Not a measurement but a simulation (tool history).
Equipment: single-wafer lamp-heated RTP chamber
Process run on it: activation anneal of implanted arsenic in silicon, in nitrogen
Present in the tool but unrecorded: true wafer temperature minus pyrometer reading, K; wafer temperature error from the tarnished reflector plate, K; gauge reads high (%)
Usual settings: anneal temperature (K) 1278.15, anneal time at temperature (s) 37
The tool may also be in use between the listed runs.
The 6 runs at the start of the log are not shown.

run,day,anneal temperature (K),anneal time at temperature (s),wafers since the last listed run,wafers since the last pyrometer calibration,wafers since the reflector plate was cleaned,hours since the gauge calibration,"read-back reference wafer on the same gauge, sheet resistance",sheet resistance of the implanted and annealed layer (ohm/square)
7,3.683,1278.15,37,136,3422,3422,208.4,343.82,383.21
8,3.946,1278.15,37,109,3531,3531,214.7,344.12,382.62
9,4.221,1278.15,37,114,3646,3646,221.3,343.99,382.08
10,4.971,1278.15,37,311,3957,3957,239.3,343.99,382.13
11,5.258,1278.15,37,119,4077,4077,246.2,344.01,383.34
12,5.971,1278.15,37,296,4373,4373,263.3,343.97,381.76
# day 7.004: pyrometer window cleaned and pyrometer calibrated
13,7.025,1269.15,37,299,9,4672,288.6,344.02,386.69
14,7.571,1278.15,24,226,235,4899,301.7,344.08,387.07
15,8.146,1278.15,24,238,474,5138,315.5,344.08,388.50
16,8.725,1254.15,37,240,715,5379,329.4,344.20,388.00
17,9.142,1300.15,23,173,888,5552,339.4,344.14,384.23
18,9.396,1258.15,55,105,994,5657,345.5,344.08,385.99
# day 9.862: reflector plate cleaned
19,9.883,1298.15,21,64,1058,9,357.2,344.09,384.91
20,10.279,1263.15,58,164,1222,173,366.7,344.00,383.70
21,10.688,1270.15,55,169,1392,343,376.5,344.07,382.93
22,11.196,1248.15,27,211,1603,554,388.7,344.00,390.35
# day 12.029: gauge calibrated
23,12.092,1259.15,51,372,1976,927,1.5,343.87,384.70
24,12.529,1249.15,37,181,2157,1108,12.0,343.98,388.34
25,13.250,1290.15,18,299,2457,1408,29.3,343.96,386.05
26,13.925,1278.15,37,280,2737,1688,45.5,344.10,383.89
27,14.467,1270.15,55,225,2962,1913,58.5,344.06,382.11
28,14.942,1278.15,52,197,3160,2111,69.9,344.09,380.14
29,15.671,1278.15,37,302,3463,2414,87.4,344.09,382.99
30,16.304,1269.15,16,263,3726,2677,102.6,343.95,388.73
31,16.912,1278.15,37,252,3979,2930,117.2,343.85,382.69

Forecast each of these 5 alternatives for the next run:
A,16.929,1278.15,37,6,3986,2937,117.6,?,?
B,16.929,1288.15,37,6,3986,2937,117.6,?,?
C,16.929,1278.15,31,6,3986,2937,117.6,?,?
D,16.929,1294.15,17,6,3986,2937,117.6,?,?
E,16.929,1306.15,52,6,3986,2937,117.6,?,?

run,"read-back reference wafer on the same gauge, sheet resistance",sheet resistance of the implanted and annealed layer (ohm/square)
A,343.89,382.11
B,343.89,380.25
C,343.89,383.39
D,343.89,384.93
E,343.89,372.47
Take away the tool's hidden state, keep each run's random variation, and the runs would have read:
run,sheet resistance of the implanted and annealed layer (ohm/square)
A,384.08
B,382.42
C,385.19
D,386.49
E,375.60
